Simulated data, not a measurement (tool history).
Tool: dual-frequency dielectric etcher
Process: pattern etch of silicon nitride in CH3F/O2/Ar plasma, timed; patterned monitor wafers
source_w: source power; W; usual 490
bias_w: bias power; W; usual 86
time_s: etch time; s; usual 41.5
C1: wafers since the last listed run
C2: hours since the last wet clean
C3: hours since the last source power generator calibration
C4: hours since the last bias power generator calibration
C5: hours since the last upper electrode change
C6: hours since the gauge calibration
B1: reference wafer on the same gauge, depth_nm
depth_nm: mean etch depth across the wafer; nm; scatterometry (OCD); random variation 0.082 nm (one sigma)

Run 1, hour 0.0: usual settings but time_s 38.0 s; C1 0; C2 142.8; C3 2557.3; C4 3605.7; C5 2587.4; C6 2503.6; B1 37.29. Result: depth_nm 31.27 nm.
Run 2, hour 94.7: usual settings; C1 1575; C2 237.5; C3 2652.0; C4 3700.4; C5 2682.1; C6 2598.3; B1 37.31. Result: depth_nm 33.91 nm.
Run 3, hour 200.5: usual settings but time_s 48.5 s; C1 1759; C2 343.3; C3 2757.8; C4 3806.2; C5 2787.9; C6 2704.1; B1 37.31. Result: depth_nm 39.67 nm.
Run 4, hour 236.5: usual settings but time_s 48.5 s; C1 598; C2 379.3; C3 2793.8; C4 3842.2; C5 2823.9; C6 2740.1; B1 37.29. Result: depth_nm 39.57 nm.
Run 5, hour 333.9: usual settings but bias_w 74 W; C1 1620; C2 476.7; C3 2891.2; C4 3939.6; C5 2921.3; C6 2837.5; B1 37.28. Result: depth_nm 31.54 nm.
Run 6, hour 385.0: usual settings but bias_w 74 W; C1 850; C2 527.8; C3 2942.3; C4 3990.7; C5 2972.4; C6 2888.6; B1 37.30. Result: depth_nm 31.56 nm.
At hour 484.0: wet clean of the chamber.
At hour 593.4: gauge calibrated.
Run 7, hour 617.7: usual settings; C1 3471; C2 133.7; C3 3175.0; C4 4223.4; C5 3205.1; C6 24.3; B1 37.29. Result: depth_nm 34.42 nm.
Run 8, hour 659.4: usual settings but source_w 560 W, bias_w 78 W; C1 693; C2 175.4; C3 3216.7; C4 4265.1; C5 3246.8; C6 66.0; B1 37.30. Result: depth_nm 35.25 nm.
Run 9, hour 766.6: usual settings but source_w 560 W, bias_w 78 W; C1 1783; C2 282.6; C3 3323.9; C4 4372.3; C5 3354.0; C6 173.2; B1 37.30. Result: depth_nm 35.01 nm.
Run 10, hour 944.6: usual settings but source_w 450 W; C1 2961; C2 460.6; C3 3501.9; C4 4550.3; C5 3532.0; C6 351.2; B1 37.30. Result: depth_nm 32.32 nm.
At hour 1021.6: wet clean of the chamber.
Run 11, hour 1030.6: usual settings but source_w 400 W, time_s 31.5 s; C1 1031; C2 9.0; C3 3587.9; C4 4636.3; C5 3618.0; C6 437.2; B1 37.29. Result: depth_nm 23.01 nm.
At hour 1092.6: bias power generator calibrated.
At hour 1182.3: upper electrode replaced.
Run 12, hour 1290.3: usual settings but source_w 400 W, time_s 31.5 s; C1 3854; C2 268.7; C3 3847.6; C4 197.7; C5 108.0; C6 696.9; B1 37.30. Result: depth_nm 23.38 nm.
Run 13, hour 1330.3: usual settings but source_w 440 W, bias_w 75 W, time_s 47.5 s; C1 665; C2 308.7; C3 3887.6; C4 237.7; C5 148.0; C6 736.9; B1 37.31. Result: depth_nm 35.05 nm.
Run 14, hour 1419.9: usual settings; C1 1490; C2 398.3; C3 3977.2; C4 327.3; C5 237.6; C6 826.5; B1 37.30. Result: depth_nm 34.38 nm.
Run 15, hour 1465.6: usual settings; C1 760; C2 444.0; C3 4022.9; C4 373.0; C5 283.3; C6 872.2; B1 37.29. Result: depth_nm 34.44 nm.
At hour 1479.4: source power generator calibrated.
Run 16, hour 1551.8: usual settings but source_w 440 W, time_s 52.5 s; C1 1367; C2 530.2; C3 72.4; C4 459.2; C5 369.5; C6 958.4; B1 37.29. Result: depth_nm 40.67 nm.
At hour 1680.8: wet clean of the chamber.
Run 17, hour 1873.4: usual settings but bias_w 70 W, time_s 32.5 s; C1 4950; C2 192.6; C3 394.0; C4 780.8; C5 691.1; C6 1280.0; B1 37.29. Result: depth_nm 24.88 nm.
Run 18, hour 1960.8: usual settings but source_w 560 W; C1 1453; C2 280.0; C3 481.4; C4 868.2; C5 778.5; C6 1367.4; B1 37.29. Result: depth_nm 36.93 nm.
Run 19, hour 2022.0: usual settings but source_w 560 W, time_s 48.5 s; C1 1018; C2 341.2; C3 542.6; C4 929.4; C5 839.7; C6 1428.6; B1 37.32. Result: depth_nm 43.22 nm.
Run 20, hour 2081.6: usual settings but bias_w 65 W; C1 991; C2 400.8; C3 602.2; C4 989.0; C5 899.3; C6 1488.2; B1 37.30. Result: depth_nm 30.34 nm.
Run 21, hour 2179.1: usual settings but source_w 400 W, time_s 31.5 s; C1 1621; C2 498.3; C3 699.7; C4 1086.5; C5 996.8; C6 1585.7; B1 37.29. Result: depth_nm 23.12 nm.
At hour 2248.8: wet clean of the chamber.
Run 22, hour 2256.4: usual settings; C1 886; C2 7.6; C3 777.0; C4 1163.8; C5 1074.1; C6 1663.0; B1 37.28. Result: depth_nm 34.84 nm.
Run 23, hour 2294.9: usual settings but source_w 570 W; C1 640; C2 46.1; C3 815.5; C4 1202.3; C5 1112.6; C6 1701.5; B1 37.31. Result: depth_nm 37.74 nm.
Run 24, hour 2360.9: usual settings but source_w 610 W, bias_w 92 W, time_s 35.5 s; C1 1097; C2 112.1; C3 881.5; C4 1268.3; C5 1178.6; C6 1767.5; B1 37.32. Result: depth_nm 34.35 nm.
Run 25, hour 2460.0: usual settings but source_w 600 W, time_s 46.0 s; C1 1648; C2 211.2; C3 980.6; C4 1367.4; C5 1277.7; C6 1866.6; B1 37.28. Result: depth_nm 42.51 nm.
Run 26, hour 2508.6: usual settings but bias_w 92 W; C1 808; C2 259.8; C3 1029.2; C4 1416.0; C5 1326.3; C6 1915.2; B1 37.31. Result: depth_nm 35.38 nm.
Run 27, hour 2570.8: usual settings; C1 1034; C2 322.0; C3 1091.4; C4 1478.2; C5 1388.5; C6 1977.4; B1 37.31. Result: depth_nm 34.30 nm.
Run 28, hour 2634.7: usual settings but bias_w 105 W, time_s 49.0 s; C1 1062; C2 385.9; C3 1155.3; C4 1542.1; C5 1452.4; C6 2041.3; B1 37.30. Result: depth_nm 43.98 nm.

How the hidden state differs across the entries between the runs, from the last listed run before each to the first after it:
Between runs 6 and 7: wet clean of the chamber (hour 484.0); gauge calibrated (hour 593.4)
  etch rate over this chamber's usual, %: -2.47 -> -0.168; bias power that arrives over what is set, %: -4.47 -> -4.53
  measured less the result without the state, depth_nm: -1.42 -> -0.76 nm
Between runs 10 and 11: wet clean of the chamber (hour 1021.6)
  etch rate over this chamber's usual, %: -1.47 -> -0.2; bias power that arrives over what is set, %: -4.6 -> -4.62
  measured less the result without the state, depth_nm: -1.17 -> -0.54 nm
Between runs 11 and 12: bias power generator calibrated (hour 1092.6); upper electrode replaced (hour 1182.3)
  etch rate over this chamber's usual, %: -0.2 -> -1.23; bias power that arrives over what is set, %: -4.62 -> 0.0466
  measured less the result without the state, depth_nm: -0.54 -> -0.29 nm
Between runs 15 and 16: source power generator calibrated (hour 1479.4)
  etch rate over this chamber's usual, %: -1.93 -> -2.28; bias power that arrives over what is set, %: -0.436 -> -0.654
  measured less the result without the state, depth_nm: -0.75 -> -1.07 nm
Between runs 16 and 17: wet clean of the chamber (hour 1680.8)
  etch rate over this chamber's usual, %: -2.28 -> -0.725; bias power that arrives over what is set, %: -0.654 -> -1.37
  measured less the result without the state, depth_nm: -1.07 -> -0.32 nm
Between runs 21 and 22: wet clean of the chamber (hour 2248.8)
  etch rate over this chamber's usual, %: -1.94 -> -0.0626; bias power that arrives over what is set, %: -1.93 -> -2.06
  measured less the result without the state, depth_nm: -0.66 -> -0.34 nm
